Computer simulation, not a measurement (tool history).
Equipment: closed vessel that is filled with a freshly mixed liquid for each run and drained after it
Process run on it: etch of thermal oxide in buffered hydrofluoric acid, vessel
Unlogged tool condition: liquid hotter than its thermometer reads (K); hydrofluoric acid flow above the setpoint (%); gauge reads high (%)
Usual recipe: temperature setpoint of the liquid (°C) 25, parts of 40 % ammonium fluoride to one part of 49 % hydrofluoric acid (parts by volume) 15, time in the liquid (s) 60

| run | hour | temperature setpoint of the liquid (°C) | parts of 40 % ammonium fluoride to one part of 49 % hydrofluoric acid (parts by volume) | time in the liquid (s) | wafers since the last listed run | hours since the thermometer was replaced | hours since the hydrofluoric acid flow meter was replaced | hours since the gauge calibration | read-back film thickness of the thermal oxide reference wafer, read on the same gauge (nm) | thickness taken off the thermal oxide on a monitor wafer (angstrom) |
|---|---|---|---|---|---|---|---|---|---|---|
| 1 | 0 | 25 | 12 | 60 | 0 | 837.2 | 296.7 | 278.9 | 120.01 | 804.8 |
| 2 | 10.1 | 25 | 13.5 | 60 | 977 | 847.3 | 306.8 | 289 | 120.02 | 714.2 |
| 3 | 18.8 | 25 | 15 | 60 | 842 | 856 | 315.5 | 297.7 | 120.01 | 649.3 |
| 4 | 32.2 | 25 | 15 | 60 | 1297 | 869.4 | 328.9 | 311.1 | 120 | 641.5 |
| 5 | 39.6 | 25 | 15 | 60 | 716 | 876.8 | 336.3 | 318.5 | 120 | 646.9 |
| 6 | 51.2 | 23 | 15 | 60 | 1123 | 888.4 | 347.9 | 330.1 | 119.99 | 579.8 |
| 7 | 66 | 23 | 15 | 60 | 1432 | 903.2 | 362.7 | 344.9 | 119.99 | 582.8 |
| 8 | 75.2 | 25 | 15 | 60 | 890 | 912.4 | 371.9 | 354.1 | 120.01 | 648.8 |
| 9 | 86.4 | 25 | 15 | 60 | 1084 | 923.6 | 383.1 | 365.3 | 119.99 | 654 |
| 10 | 96.2 | 25 | 15 | 60 | 948 | 933.4 | 392.9 | 375.1 | 119.97 | 648.2 |
| 11 | 112.4 | 25 | 15 | 60 | 1568 | 949.6 | 409.1 | 391.3 | 119.99 | 659.4 |
| 12 | 119.6 | 23.5 | 15 | 60 | 697 | 956.8 | 416.3 | 398.5 | 120.02 | 604.6 |
| 13 | 127.8 | 23.5 | 15 | 60 | 793 | 965 | 424.5 | 406.7 | 119.97 | 603.3 |
|  | 136.8 | thermometer replaced |
| 14 | 143.2 | 25 | 15 | 80 | 1394 | 6.4 | 439.9 | 422.1 | 120.01 | 757.1 |
|  | 145.5 | gauge calibrated |
|  | 161.3 | hydrofluoric acid flow meter replaced |
| 15 | 161.8 | 23 | 15 | 60 | 1704 | 25 | 0.5 | 16.3 | 119.97 | 514.7 |
| 16 | 176.8 | 25 | 15 | 30 | 1452 | 40 | 15.5 | 31.3 | 119.99 | 288.8 |
| 17 | 193.8 | 28 | 12.5 | 30 | 1645 | 57 | 32.5 | 48.3 | 119.96 | 400.2 |
| 18 | 203.8 | 25 | 15 | 60 | 968 | 67 | 42.5 | 58.3 | 119.99 | 575.4 |
| 19 | 219.3 | 25 | 15 | 60 | 1500 | 82.5 | 58 | 73.8 | 120.01 | 570.2 |
| 20 | 230.9 | 25 | 13.5 | 60 | 1123 | 94.1 | 69.6 | 85.4 | 119.97 | 643.8 |
| 21 | 244.9 | 27 | 17 | 35 | 1355 | 108.1 | 83.6 | 99.4 | 119.97 | 333.8 |
| 22 | 261.3 | 23.5 | 19 | 30 | 1587 | 124.5 | 100 | 115.8 | 120.01 | 212.4 |
| 23 | 278.7 | 30 | 10.5 | 35 | 1684 | 141.9 | 117.4 | 133.2 | 119.98 | 626.6 |
| 24 | 291.4 | 28 | 15 | 95 | 1229 | 154.6 | 130.1 | 145.9 | 119.98 | 1098.3 |
| 25 | 299.9 | 23.5 | 19.5 | 75 | 822 | 163.1 | 138.6 | 154.4 | 120 | 520 |
| 26 | 314.7 | 25 | 10 | 80 | 1432 | 177.9 | 153.4 | 169.2 | 120.02 | 1160.8 |
| 27 | 326.9 | 21.5 | 21 | 30 | 1181 | 190.1 | 165.6 | 181.4 | 120 | 175.6 |

Give the tool's hidden conditions for every run:
hydrofluoric acid flow above the setpoint (%): 0 in every run
gauge reads high (%): 0 in every run
H1: liquid hotter than its thermometer reads (K)
| run | H1 |
|---|---|
| 1 | 2.37 |
| 2 | 2.4 |
| 3 | 2.43 |
| 4 | 2.46 |
| 5 | 2.48 |
| 6 | 2.51 |
| 7 | 2.55 |
| 8 | 2.58 |
| 9 | 2.61 |
| 10 | 2.64 |
| 11 | 2.68 |
| 12 | 2.7 |
| 13 | 2.72 |
| 14 | 0.12 |
| 15 | 0.171 |
| 16 | 0.213 |
| 17 | 0.259 |
| 18 | 0.287 |
| 19 | 0.329 |
| 20 | 0.361 |
| 21 | 0.399 |
| 22 | 0.444 |
| 23 | 0.492 |
| 24 | 0.527 |
| 25 | 0.55 |
| 26 | 0.591 |
| 27 | 0.624 |

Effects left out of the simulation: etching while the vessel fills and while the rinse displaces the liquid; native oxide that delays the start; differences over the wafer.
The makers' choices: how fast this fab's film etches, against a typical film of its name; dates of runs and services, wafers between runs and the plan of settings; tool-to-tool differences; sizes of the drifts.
